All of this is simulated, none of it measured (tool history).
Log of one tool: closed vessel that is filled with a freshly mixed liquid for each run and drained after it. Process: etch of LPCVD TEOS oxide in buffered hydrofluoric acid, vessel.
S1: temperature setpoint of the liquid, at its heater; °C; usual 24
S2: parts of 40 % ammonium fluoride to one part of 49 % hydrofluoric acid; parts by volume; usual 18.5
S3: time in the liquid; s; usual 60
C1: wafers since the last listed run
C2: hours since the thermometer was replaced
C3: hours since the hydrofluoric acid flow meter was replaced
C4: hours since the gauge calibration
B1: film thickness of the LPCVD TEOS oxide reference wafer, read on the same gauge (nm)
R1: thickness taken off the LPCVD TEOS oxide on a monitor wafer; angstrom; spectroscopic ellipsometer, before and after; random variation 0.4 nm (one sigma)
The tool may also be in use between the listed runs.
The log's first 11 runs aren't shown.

| run | hour | S1 | S2 | S3 | C1 | C2 | C3 | C4 | B1 | R1 |
|---|---|---|---|---|---|---|---|---|---|---|
| 12 | 813 | 24 | 18.5 | 60 | 6720 | 1986.1 | 476.6 | 350.5 | 128.91 | 550.2 |
| 13 | 875.7 | 19 | 23.5 | 40 | 8026 | 2048.8 | 539.3 | 413.2 | 128.75 | 231.8 |
| 14 | 968.9 | 24 | 14.5 | 85 | 11931 | 2142 | 632.5 | 506.4 | 128.5 | 981.4 |
| 15 | 1062.5 | 26 | 23 | 90 | 11982 | 2235.6 | 726.1 | 600 | 128.3 | 785 |
| 16 | 1150.3 | 27.5 | 18.5 | 85 | 11239 | 2323.4 | 813.9 | 687.8 | 128.08 | 937.4 |
| 17 | 1253.5 | 24 | 23.5 | 60 | 13211 | 2426.6 | 917.1 | 791 | 127.83 | 456.1 |
|  | 1307.2 | thermometer replaced |
| 18 | 1335.2 | 19.5 | 16.5 | 90 | 10330 | 28 | 998.8 | 872.7 | 127.62 | 727 |
| 19 | 1433.8 | 24 | 14.5 | 85 | 12622 | 126.6 | 1097.4 | 971.3 | 127.4 | 997.3 |
| 20 | 1519.6 | 27.5 | 18.5 | 50 | 10983 | 212.4 | 1183.2 | 1057.1 | 127.18 | 554.5 |
| 21 | 1566.8 | 24 | 18.5 | 60 | 6042 | 259.6 | 1230.4 | 1104.3 | 127.06 | 542.2 |
| 22 | 1641.5 | 27.5 | 18.5 | 35 | 9562 | 334.3 | 1305.1 | 1179 | 126.87 | 384.3 |
| 23 | 1694.4 | 21.5 | 22.5 | 95 | 6772 | 387.2 | 1358 | 1231.9 | 126.75 | 643.9 |
|  | 1744.8 | hydrofluoric acid flow meter replaced |
| 24 | 1753.1 | 27 | 18.5 | 60 | 7386 | 445.9 | 8.3 | 1290.6 | 126.62 | 634.8 |
| 25 | 1858.7 | 24 | 12 | 60 | 13518 | 551.5 | 113.9 | 1396.2 | 126.36 | 835.5 |
| 26 | 1962.2 | 24 | 18.5 | 30 | 13249 | 655 | 217.4 | 1499.7 | 126.07 | 271.9 |
| 27 | 2068.5 | 24 | 18.5 | 60 | 13608 | 761.3 | 323.7 | 1606 | 125.83 | 536.3 |
| 28 | 2161.1 | 24 | 24.5 | 60 | 11854 | 853.9 | 416.3 | 1698.6 | 125.59 | 430.1 |
| 29 | 2215 | 24 | 21 | 60 | 6900 | 907.8 | 470.2 | 1752.5 | 125.48 | 481.5 |
| 30 | 2252.9 | 27.5 | 18.5 | 85 | 4851 | 945.7 | 508.1 | 1790.4 | 125.36 | 917.6 |
| 31 | 2328.5 | 24 | 18.5 | 60 | 9677 | 1021.3 | 583.7 | 1866 | 125.17 | 541.5 |
|  | 2443.2 | gauge calibrated |
| 32 | 2603.7 | 24 | 18.5 | 60 | 35229 | 1296.5 | 858.9 | 160.5 | 128.96 | 565.2 |
| 33 | 2711.1 | 24 | 18.5 | 60 | 13748 | 1403.9 | 966.3 | 267.9 | 128.67 | 550.4 |
| 34 | 2791.1 | 21 | 18.5 | 60 | 10241 | 1483.9 | 1046.3 | 347.9 | 128.48 | 474.4 |

3 ways to go on from here, each from the tool as it stands after run 34. What would each give?
| A | 2791.8 | 24 | 16.5 | 60 | 89 | 1484.6 | 1047 | 348.6 | ? | ? |
| B | 2791.8 | 27 | 23 | 60 | 89 | 1484.6 | 1047 | 348.6 | ? | ? |
| C | 2791.8 | 24 | 24 | 60 | 89 | 1484.6 | 1047 | 348.6 | ? | ? |

| run | B1 | R1 |
|---|---|---|
| A | 128.46 | 619.6 |
| B | 128.46 | 548 |
| C | 128.46 | 452.1 |
Without the tool's hidden state the same runs would have given:
| run | R1 |
|---|---|
| A | 626.9 |
| B | 554.5 |
| C | 457.5 |
